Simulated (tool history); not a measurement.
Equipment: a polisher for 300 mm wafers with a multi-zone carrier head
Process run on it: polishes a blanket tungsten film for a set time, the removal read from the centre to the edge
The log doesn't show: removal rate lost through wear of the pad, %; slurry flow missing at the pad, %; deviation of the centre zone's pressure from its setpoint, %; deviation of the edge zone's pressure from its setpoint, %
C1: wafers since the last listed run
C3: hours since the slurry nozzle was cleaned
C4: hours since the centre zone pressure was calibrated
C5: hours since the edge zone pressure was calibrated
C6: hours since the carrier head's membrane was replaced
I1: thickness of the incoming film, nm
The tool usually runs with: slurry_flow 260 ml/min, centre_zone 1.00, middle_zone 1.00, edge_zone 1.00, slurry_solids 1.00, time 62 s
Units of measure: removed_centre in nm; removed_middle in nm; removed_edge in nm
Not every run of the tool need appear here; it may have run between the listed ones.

run 1 hour=0.0 | slurry_flow=260 centre_zone=1.00 middle_zone=1.00 edge_zone=1.00 slurry_solids=1.00 time=62 | C1=0 wafers_polished_on_this_pad=1513 C3=36.4 C4=134.6 C5=508.8 C6=477.8 | I1=1176.0 | removed_centre=192.5 removed_middle=192.5 removed_edge=188.2
run 2 hour=47.0 | slurry_flow=260 centre_zone=1.00 middle_zone=1.00 edge_zone=1.00 slurry_solids=1.00 time=62 | C1=319 wafers_polished_on_this_pad=1833 C3=83.4 C4=181.6 C5=555.8 C6=524.8 | I1=1213.5 | removed_centre=191.5 removed_middle=189.9 removed_edge=191.8
-- hour=184.6 worn pad replaced by a new one
run 3 hour=237.8 | slurry_flow=260 centre_zone=1.00 middle_zone=1.00 edge_zone=1.00 slurry_solids=1.00 time=62 | C1=1271 wafers_polished_on_this_pad=362 C3=274.2 C4=372.4 C5=746.6 C6=715.6 | I1=1178.9 | removed_centre=194.8 removed_middle=194.4 removed_edge=193.9
run 4 hour=317.9 | slurry_flow=180 centre_zone=0.94 middle_zone=1.09 edge_zone=1.00 slurry_solids=1.00 time=72 | C1=545 wafers_polished_on_this_pad=907 C3=354.3 C4=452.5 C5=826.7 C6=795.7 | I1=1193.9 | removed_centre=189.4 removed_middle=218.3 removed_edge=207.5
run 5 hour=389.3 | slurry_flow=260 centre_zone=1.00 middle_zone=1.03 edge_zone=0.91 slurry_solids=1.00 time=62 | C1=485 wafers_polished_on_this_pad=1393 C3=425.7 C4=523.9 C5=898.1 C6=867.1 | I1=1189.6 | removed_centre=184.2 removed_middle=186.7 removed_edge=178.3
run 6 hour=434.3 | slurry_flow=260 centre_zone=1.00 middle_zone=1.00 edge_zone=1.00 slurry_solids=1.00 time=50 | C1=306 wafers_polished_on_this_pad=1699 C3=470.7 C4=568.9 C5=943.1 C6=912.1 | I1=1207.6 | removed_centre=148.6 removed_middle=148.9 removed_edge=145.4
run 7 hour=459.9 | slurry_flow=330 centre_zone=1.00 middle_zone=1.00 edge_zone=1.00 slurry_solids=0.85 time=62 | C1=174 wafers_polished_on_this_pad=1873 C3=496.3 C4=594.5 C5=968.7 C6=937.7 | I1=1205.2 | removed_centre=184.1 removed_middle=180.4 removed_edge=181.4
-- hour=513.3 carrier head's membrane replaced by a new one
run 8 hour=523.4 | slurry_flow=260 centre_zone=1.00 middle_zone=1.00 edge_zone=1.00 slurry_solids=1.00 time=62 | C1=398 wafers_polished_on_this_pad=2271 C3=559.8 C4=658.0 C5=1032.2 C6=10.1 | I1=1185.0 | removed_centre=176.6 removed_middle=177.8 removed_edge=179.8
run 9 hour=575.9 | slurry_flow=260 centre_zone=1.06 middle_zone=1.00 edge_zone=0.96 slurry_solids=1.20 time=46 | C1=357 wafers_polished_on_this_pad=2628 C3=612.3 C4=710.5 C5=1084.7 C6=62.6 | I1=1197.6 | removed_centre=138.9 removed_middle=133.3 removed_edge=130.0
-- hour=584.0 worn pad replaced by a new one
run 10 hour=620.4 | slurry_flow=260 centre_zone=1.00 middle_zone=1.00 edge_zone=1.00 slurry_solids=1.00 time=62 | C1=275 wafers_polished_on_this_pad=247 C3=656.8 C4=755.0 C5=1129.2 C6=107.1 | I1=1183.8 | removed_centre=171.8 removed_middle=177.7 removed_edge=176.6
-- hour=644.8 slurry nozzle cleaned
run 11 hour=657.2 | slurry_flow=260 centre_zone=1.00 middle_zone=1.00 edge_zone=1.00 slurry_solids=0.90 time=62 | C1=243 wafers_polished_on_this_pad=491 C3=12.4 C4=791.8 C5=1166.0 C6=143.9 | I1=1175.4 | removed_centre=190.1 removed_middle=190.6 removed_edge=188.0
run 12 hour=681.4 | slurry_flow=205 centre_zone=1.00 middle_zone=1.00 edge_zone=1.00 slurry_solids=1.00 time=62 | C1=164 wafers_polished_on_this_pad=656 C3=36.6 C4=816.0 C5=1190.2 C6=168.1 | I1=1197.4 | removed_centre=186.6 removed_middle=185.7 removed_edge=187.3
-- hour=712.9 centre zone pressure recalibrated
run 13 hour=720.5 | slurry_flow=170 centre_zone=1.00 middle_zone=0.94 edge_zone=1.00 slurry_solids=1.25 time=76 | C1=252 wafers_polished_on_this_pad=908 C3=75.7 C4=7.6 C5=1229.3 C6=207.2 | I1=1204.5 | removed_centre=228.3 removed_middle=216.1 removed_edge=227.2
-- hour=808.6 edge zone pressure recalibrated
run 14 hour=927.9 | slurry_flow=260 centre_zone=1.00 middle_zone=1.00 edge_zone=1.00 slurry_solids=1.00 time=62 | C1=1397 wafers_polished_on_this_pad=2306 C3=283.1 C4=215.0 C5=119.3 C6=414.6 | I1=1193.1 | removed_centre=184.5 removed_middle=184.9 removed_edge=187.8
-- hour=980.1 worn pad replaced by a new one
run 15 hour=984.3 | slurry_flow=260 centre_zone=1.00 middle_zone=1.00 edge_zone=1.00 slurry_solids=1.00 time=62 | C1=356 wafers_polished_on_this_pad=28 C3=339.5 C4=271.4 C5=175.7 C6=471.0 | I1=1190.0 | removed_centre=193.5 removed_middle=193.8 removed_edge=194.1
run 16 hour=1029.2 | slurry_flow=325 centre_zone=1.00 middle_zone=1.00 edge_zone=1.00 slurry_solids=0.80 time=62 | C1=305 wafers_polished_on_this_pad=334 C3=384.4 C4=316.3 C5=220.6 C6=515.9 | I1=1175.1 | removed_centre=188.6 removed_middle=187.6 removed_edge=188.0
run 17 hour=1057.2 | slurry_flow=300 centre_zone=1.00 middle_zone=1.00 edge_zone=1.00 slurry_solids=0.75 time=62 | C1=190 wafers_polished_on_this_pad=524 C3=412.4 C4=344.3 C5=248.6 C6=543.9 | I1=1212.7 | removed_centre=185.5 removed_middle=181.2 removed_edge=181.3
run 18 hour=1089.8 | slurry_flow=260 centre_zone=1.00 middle_zone=1.00 edge_zone=1.11 slurry_solids=0.90 time=55 | C1=221 wafers_polished_on_this_pad=746 C3=445.0 C4=376.9 C5=281.2 C6=576.5 | I1=1209.9 | removed_centre=162.3 removed_middle=162.0 removed_edge=163.8
run 19 hour=1157.4 | slurry_flow=260 centre_zone=1.12 middle_zone=1.00 edge_zone=1.00 slurry_solids=1.00 time=62 | C1=459 wafers_polished_on_this_pad=1206 C3=512.6 C4=444.5 C5=348.8 C6=644.1 | I1=1187.5 | removed_centre=202.4 removed_middle=173.9 removed_edge=178.6
run 20 hour=1225.2 | slurry_flow=260 centre_zone=0.92 middle_zone=1.00 edge_zone=1.08 slurry_solids=0.80 time=62 | C1=461 wafers_polished_on_this_pad=1667 C3=580.4 C4=512.3 C5=416.6 C6=711.9 | I1=1184.7 | removed_centre=151.3 removed_middle=164.9 removed_edge=174.1

Each row is a separate what-if for the run after 20, all from the same tool condition, not one after another. Results?
run A hour=1225.6 | slurry_flow=260 centre_zone=1.00 middle_zone=1.00 edge_zone=1.00 slurry_solids=1.00 time=62 | C1=2 wafers_polished_on_this_pad=1670 C3=580.8 C4=512.7 C5=417.0 C6=712.3 | I1=1195.5 | removed_centre=? removed_middle=? removed_edge=?
run B hour=1225.6 | slurry_flow=340 centre_zone=1.10 middle_zone=1.00 edge_zone=1.00 slurry_solids=1.00 time=62 | C1=2 wafers_polished_on_this_pad=1670 C3=580.8 C4=512.7 C5=417.0 C6=712.3 | I1=1195.5 | removed_centre=? removed_middle=? removed_edge=?
run C hour=1225.6 | slurry_flow=260 centre_zone=1.00 middle_zone=1.08 edge_zone=0.96 slurry_solids=0.75 time=55 | C1=2 wafers_polished_on_this_pad=1670 C3=580.8 C4=512.7 C5=417.0 C6=712.3 | I1=1195.5 | removed_centre=? removed_middle=? removed_edge=?
run D hour=1225.6 | slurry_flow=185 centre_zone=0.93 middle_zone=1.05 edge_zone=1.00 slurry_solids=1.00 time=44 | C1=2 wafers_polished_on_this_pad=1670 C3=580.8 C4=512.7 C5=417.0 C6=712.3 | I1=1195.5 | removed_centre=? removed_middle=? removed_edge=?
run E hour=1225.6 | slurry_flow=260 centre_zone=1.00 middle_zone=1.00 edge_zone=0.95 slurry_solids=1.00 time=62 | C1=2 wafers_polished_on_this_pad=1670 C3=580.8 C4=512.7 C5=417.0 C6=712.3 | I1=1195.5 | removed_centre=? removed_middle=? removed_edge=?

run=A removed_centre=172.8 removed_middle=174.3 removed_edge=174.6
run=B removed_centre=201.6 removed_middle=183.4 removed_edge=181.3
run=C removed_centre=145.5 removed_middle=156.6 removed_edge=144.1
run=D removed_centre=102.5 removed_middle=117.5 removed_edge=116.1
run=E removed_centre=172.8 removed_middle=174.3 removed_edge=170.6
With the hidden condition removed and each run's random variation left untouched, the same runs would have given:
run=A removed_centre=203.3 removed_middle=202.7 removed_edge=198.1
run=B removed_centre=230.9 removed_middle=208.4 removed_edge=202.4
run=C removed_centre=171.2 removed_middle=182.1 removed_edge=163.4
run=D removed_centre=126.7 removed_middle=142.5 removed_edge=135.2
run=E removed_centre=203.3 removed_middle=202.7 removed_edge=193.5
